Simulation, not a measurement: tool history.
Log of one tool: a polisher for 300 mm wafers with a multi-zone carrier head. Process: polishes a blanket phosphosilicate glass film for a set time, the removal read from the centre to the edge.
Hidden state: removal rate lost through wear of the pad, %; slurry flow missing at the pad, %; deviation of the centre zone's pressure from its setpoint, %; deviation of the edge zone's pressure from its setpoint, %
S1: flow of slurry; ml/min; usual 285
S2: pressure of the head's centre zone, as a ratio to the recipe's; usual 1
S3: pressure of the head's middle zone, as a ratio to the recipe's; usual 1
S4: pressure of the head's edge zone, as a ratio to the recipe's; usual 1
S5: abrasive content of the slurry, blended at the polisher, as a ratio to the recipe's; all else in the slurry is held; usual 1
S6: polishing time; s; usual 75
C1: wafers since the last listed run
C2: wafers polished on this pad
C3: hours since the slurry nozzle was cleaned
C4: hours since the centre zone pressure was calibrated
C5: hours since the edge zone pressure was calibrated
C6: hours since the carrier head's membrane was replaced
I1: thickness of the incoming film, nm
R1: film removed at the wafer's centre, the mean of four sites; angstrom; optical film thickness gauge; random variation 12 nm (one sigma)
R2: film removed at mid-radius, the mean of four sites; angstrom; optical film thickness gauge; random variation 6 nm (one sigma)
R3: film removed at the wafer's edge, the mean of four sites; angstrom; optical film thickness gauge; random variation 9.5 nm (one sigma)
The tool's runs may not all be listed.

| run | hour | S1 | S2 | S3 | S4 | S5 | S6 | C1 | C2 | C3 | C4 | C5 | C6 | I1 | R1 | R2 | R3 |
|---|---|---|---|---|---|---|---|---|---|---|---|---|---|---|---|---|---|
| 1 | 0 | 285 | 1 | 1 | 1 | 1 | 75 | 0 | 754 | 350.1 | 734.1 | 0.5 | 1320.3 | 3982.1 | 8600 | 8412 | 8492 |
| 2 | 45.2 | 285 | 1 | 1 | 1 | 1 | 75 | 508 | 1262 | 395.3 | 779.3 | 45.7 | 1365.5 | 4057.5 | 8302 | 8419 | 8507 |
|  | 51.4 | centre zone pressure recalibrated |
| 3 | 113.7 | 285 | 1 | 1 | 1 | 1 | 75 | 747 | 2010 | 463.8 | 62.3 | 114.2 | 1434 | 4004.8 | 8233 | 8222 | 8273 |
| 4 | 165 | 360 | 1 | 1 | 1 | 1 | 75 | 576 | 2586 | 515.1 | 113.6 | 165.5 | 1485.3 | 3987.1 | 8558 | 8445 | 8342 |
| 5 | 215.4 | 360 | 1 | 1 | 1 | 1 | 75 | 566 | 3153 | 565.5 | 164 | 215.9 | 1535.7 | 3954.1 | 8602 | 8400 | 8213 |
|  | 221.3 | slurry nozzle cleaned |
|  | 248 | worn pad replaced by a new one |
| 6 | 251.8 | 340 | 1 | 1 | 1.11 | 1 | 75 | 353 | 42 | 30.5 | 200.4 | 252.3 | 1572.1 | 3935.9 | 9149 | 9023 | 9416 |
| 7 | 276.9 | 285 | 1 | 1 | 1 | 1 | 68 | 282 | 324 | 55.6 | 225.5 | 277.4 | 1597.2 | 4018.9 | 8036 | 8107 | 8071 |
| 8 | 306 | 215 | 1 | 1 | 1.07 | 1 | 75 | 327 | 652 | 84.7 | 254.6 | 306.5 | 1626.3 | 3967.9 | 8460 | 8424 | 8959 |
|  | 350.3 | edge zone pressure recalibrated |
| 9 | 376.8 | 285 | 1 | 1 | 1 | 1 | 75 | 773 | 1425 | 155.5 | 325.4 | 26.5 | 1697.1 | 4020.4 | 9158 | 8753 | 8835 |
| 10 | 414.4 | 385 | 1.05 | 1.08 | 1 | 1 | 85 | 422 | 1848 | 193.1 | 363 | 64.1 | 1734.7 | 3986.8 | 10988 | 10880 | 10087 |
|  | 436.2 | carrier head's membrane replaced by a new one |
| 11 | 532.9 | 285 | 1 | 0.94 | 1 | 1 | 75 | 1276 | 3124 | 311.6 | 481.5 | 182.6 | 96.7 | 4020.3 | 8526 | 8195 | 8580 |
|  | 581.7 | worn pad replaced by a new one |
| 12 | 601.2 | 285 | 1.08 | 1 | 0.95 | 1 | 75 | 723 | 218 | 379.9 | 549.8 | 250.9 | 165 | 3964.6 | 9397 | 8471 | 8291 |
| 13 | 665 | 285 | 1 | 1 | 1 | 1 | 75 | 717 | 936 | 443.7 | 613.6 | 314.7 | 228.8 | 4028.4 | 8363 | 8459 | 8561 |
|  | 711.3 | edge zone pressure recalibrated |
| 14 | 725.3 | 285 | 1 | 1 | 1 | 1.25 | 75 | 655 | 1591 | 504 | 673.9 | 14 | 289.1 | 4009.3 | 8815 | 8987 | 8970 |
| 15 | 795 | 285 | 0.93 | 0.91 | 1 | 1 | 75 | 783 | 2375 | 573.7 | 743.6 | 83.7 | 358.8 | 4006.7 | 7734 | 7534 | 8185 |
|  | 808.3 | slurry nozzle cleaned |
| 16 | 828.7 | 365 | 1 | 1 | 1.12 | 1 | 97 | 367 | 2743 | 20.4 | 777.3 | 117.4 | 392.5 | 4009.6 | 12005 | 11819 | 12239 |
|  | 832 | centre zone pressure recalibrated |
| 17 | 869.8 | 285 | 1 | 0.96 | 1 | 1 | 75 | 439 | 3182 | 61.5 | 37.8 | 158.5 | 433.6 | 4026.5 | 9056 | 8578 | 8842 |
|  | 906.9 | worn pad replaced by a new one |
| 18 | 929.3 | 190 | 1 | 1 | 1 | 1 | 75 | 624 | 251 | 121 | 97.3 | 218 | 493.1 | 4073.3 | 8232 | 8160 | 8260 |
| 19 | 995.1 | 285 | 1 | 1 | 1 | 1 | 75 | 739 | 991 | 186.8 | 163.1 | 283.8 | 558.9 | 4033.9 | 8821 | 8760 | 8661 |
| 20 | 1039.1 | 285 | 1 | 1 | 1 | 1 | 75 | 494 | 1486 | 230.8 | 207.1 | 327.8 | 602.9 | 3997.4 | 8874 | 8681 | 8489 |
|  | 1087 | edge zone pressure recalibrated |
| 21 | 1103.1 | 285 | 0.97 | 0.96 | 1 | 1.15 | 75 | 697 | 2183 | 294.8 | 271.1 | 16.1 | 666.9 | 4051.5 | 8744 | 8742 | 9197 |

4 ways to go on from here, each from the tool as it stands after run 21. What would each give?
| A | 1103.6 | 285 | 1 | 1 | 1 | 1 | 75 | 5 | 2189 | 295.3 | 271.6 | 16.6 | 667.4 | 4009.2 | ? | ? | ? |
| B | 1103.6 | 185 | 1.07 | 1 | 1.08 | 0.8 | 75 | 5 | 2189 | 295.3 | 271.6 | 16.6 | 667.4 | 4009.2 | ? | ? | ? |
| C | 1103.6 | 285 | 1 | 1.09 | 1 | 1.1 | 67 | 5 | 2189 | 295.3 | 271.6 | 16.6 | 667.4 | 4009.2 | ? | ? | ? |
| D | 1103.6 | 285 | 1 | 1.05 | 1 | 1 | 75 | 5 | 2189 | 295.3 | 271.6 | 16.6 | 667.4 | 4009.2 | ? | ? | ? |

| run | R1 | R2 | R3 |
|---|---|---|---|
| A | 8606 | 8623 | 8498 |
| B | 7708 | 7295 | 7655 |
| C | 7951 | 8511 | 7838 |
| D | 8608 | 8953 | 8493 |
Without the tool's hidden state the same runs would have given:
| run | R1 | R2 | R3 |
|---|---|---|---|
| A | 8998 | 8974 | 8756 |
| B | 8288 | 7776 | 8013 |
| C | 8313 | 8858 | 8076 |
| D | 9001 | 9318 | 8750 |
